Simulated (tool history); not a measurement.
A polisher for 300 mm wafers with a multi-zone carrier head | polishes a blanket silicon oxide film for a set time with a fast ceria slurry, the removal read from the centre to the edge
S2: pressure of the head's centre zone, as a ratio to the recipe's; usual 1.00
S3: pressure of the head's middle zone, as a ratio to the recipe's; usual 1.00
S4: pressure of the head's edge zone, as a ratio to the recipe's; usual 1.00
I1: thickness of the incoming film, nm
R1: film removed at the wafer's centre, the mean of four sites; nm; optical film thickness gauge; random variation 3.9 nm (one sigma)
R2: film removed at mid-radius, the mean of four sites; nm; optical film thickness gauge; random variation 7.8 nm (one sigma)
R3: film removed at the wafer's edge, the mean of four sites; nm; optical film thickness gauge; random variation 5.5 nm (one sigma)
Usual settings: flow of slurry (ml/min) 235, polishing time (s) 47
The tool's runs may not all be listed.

run 1 day=0.000 | flow_of_slurry_(ml/min)=235 S2=1.00 S3=1.00 S4=1.00 polishing_time_(s)=47 | I1=3007.8 | R1=551.4 R2=558.7 R3=586.3
-- day=0.929 slurry nozzle cleaned
-- day=2.479 worn pad replaced by a new one
run 2 day=2.521 | flow_of_slurry_(ml/min)=235 S2=1.00 S3=1.00 S4=1.00 polishing_time_(s)=47 | I1=3079.9 | R1=540.8 R2=560.2 R3=580.0
run 3 day=3.775 | flow_of_slurry_(ml/min)=235 S2=1.06 S3=1.00 S4=1.00 polishing_time_(s)=47 | I1=3046.0 | R1=576.3 R2=565.0 R3=568.5
run 4 day=5.292 | flow_of_slurry_(ml/min)=235 S2=1.06 S3=1.00 S4=1.00 polishing_time_(s)=47 | I1=3110.0 | R1=570.5 R2=560.5 R3=572.5
run 5 day=7.233 | flow_of_slurry_(ml/min)=235 S2=1.00 S3=1.00 S4=1.00 polishing_time_(s)=47 | I1=3090.8 | R1=540.0 R2=572.2 R3=567.7
run 6 day=8.233 | flow_of_slurry_(ml/min)=235 S2=1.00 S3=1.00 S4=1.00 polishing_time_(s)=47 | I1=3042.5 | R1=535.3 R2=570.4 R3=573.8
-- day=9.954 carrier head's membrane replaced by a new one
run 7 day=10.667 | flow_of_slurry_(ml/min)=235 S2=1.00 S3=1.00 S4=0.94 polishing_time_(s)=47 | I1=3042.9 | R1=546.4 R2=555.9 R3=556.5
run 8 day=11.954 | flow_of_slurry_(ml/min)=235 S2=0.94 S3=1.11 S4=1.00 polishing_time_(s)=47 | I1=3051.3 | R1=505.7 R2=605.1 R3=572.5
-- day=13.017 centre zone pressure recalibrated
run 9 day=16.771 | flow_of_slurry_(ml/min)=260 S2=0.93 S3=1.00 S4=1.00 polishing_time_(s)=47 | I1=3087.1 | R1=516.4 R2=581.9 R3=585.7
-- day=17.600 slurry nozzle cleaned
-- day=18.175 worn pad replaced by a new one
run 10 day=23.758 | flow_of_slurry_(ml/min)=235 S2=1.00 S3=1.06 S4=0.94 polishing_time_(s)=47 | I1=3070.8 | R1=537.7 R2=602.1 R3=562.5
run 11 day=25.100 | flow_of_slurry_(ml/min)=235 S2=1.00 S3=1.00 S4=1.00 polishing_time_(s)=47 | I1=3055.5 | R1=529.8 R2=549.2 R3=578.5
-- day=27.188 edge zone pressure recalibrated
run 12 day=27.550 | flow_of_slurry_(ml/min)=235 S2=1.00 S3=1.00 S4=1.11 polishing_time_(s)=32 | I1=3020.1 | R1=365.0 R2=382.5 R3=420.6
-- day=30.338 centre zone pressure recalibrated
-- day=33.658 slurry nozzle cleaned
-- day=33.738 worn pad replaced by a new one
run 13 day=36.388 | flow_of_slurry_(ml/min)=235 S2=1.00 S3=1.00 S4=1.00 polishing_time_(s)=47 | I1=3020.4 | R1=545.4 R2=564.1 R3=574.5
run 14 day=37.975 | flow_of_slurry_(ml/min)=235 S2=1.00 S3=1.00 S4=1.00 polishing_time_(s)=47 | I1=3017.4 | R1=534.4 R2=565.1 R3=568.7
run 15 day=40.558 | flow_of_slurry_(ml/min)=235 S2=1.00 S3=1.00 S4=1.00 polishing_time_(s)=61 | I1=3029.9 | R1=701.4 R2=732.8 R3=738.2
run 16 day=41.621 | flow_of_slurry_(ml/min)=170 S2=1.00 S3=0.95 S4=1.00 polishing_time_(s)=47 | I1=3043.3 | R1=506.7 R2=514.0 R3=558.5
run 17 day=42.704 | flow_of_slurry_(ml/min)=235 S2=1.06 S3=1.00 S4=0.91 polishing_time_(s)=47 | I1=3039.7 | R1=574.4 R2=571.1 R3=555.7
-- day=44.600 centre zone pressure recalibrated
run 18 day=45.642 | flow_of_slurry_(ml/min)=235 S2=0.95 S3=1.00 S4=1.00 polishing_time_(s)=47 | I1=3056.9 | R1=531.8 R2=564.0 R3=577.6
run 19 day=48.554 | flow_of_slurry_(ml/min)=235 S2=0.93 S3=1.00 S4=1.00 polishing_time_(s)=60 | I1=3105.0 | R1=643.1 R2=731.9 R3=734.9
-- day=49.788 worn pad replaced by a new one
-- day=50.283 slurry nozzle cleaned
run 20 day=50.633 | flow_of_slurry_(ml/min)=235 S2=1.00 S3=1.00 S4=0.88 polishing_time_(s)=35 | I1=3072.1 | R1=402.5 R2=424.8 R3=407.9
run 21 day=52.838 | flow_of_slurry_(ml/min)=235 S2=1.00 S3=1.00 S4=1.00 polishing_time_(s)=47 | I1=2989.6 | R1=538.9 R2=562.3 R3=577.5
run 22 day=54.092 | flow_of_slurry_(ml/min)=185 S2=1.09 S3=0.92 S4=0.94 polishing_time_(s)=47 | I1=3033.0 | R1=564.8 R2=508.5 R3=557.7

4 ways to go on from here, each from the tool as it stands after run 22. What would each give?
run A day=54.108 | flow_of_slurry_(ml/min)=235 S2=1.00 S3=1.12 S4=1.00 polishing_time_(s)=47 | I1=3050.3 | R1=? R2=? R3=?
run B day=54.108 | flow_of_slurry_(ml/min)=300 S2=1.00 S3=0.93 S4=1.00 polishing_time_(s)=61 | I1=3050.3 | R1=? R2=? R3=?
run C day=54.108 | flow_of_slurry_(ml/min)=235 S2=1.03 S3=1.00 S4=1.06 polishing_time_(s)=47 | I1=3050.3 | R1=? R2=? R3=?
run D day=54.108 | flow_of_slurry_(ml/min)=290 S2=1.00 S3=1.00 S4=0.94 polishing_time_(s)=47 | I1=3050.3 | R1=? R2=? R3=?

run=A R1=542.9 R2=617.9 R3=579.5
run=B R1=726.4 R2=705.1 R3=770.7
run=C R1=558.9 R2=560.9 R3=597.3
run=D R1=557.8 R2=575.4 R3=574.5
Without the tool's hidden state the same runs would have given:
run=A R1=565.7 R2=617.8 R3=579.5
run=B R1=756.9 R2=705.0 R3=770.7
run=C R1=582.3 R2=560.8 R3=597.3
run=D R1=581.2 R2=575.3 R3=574.5
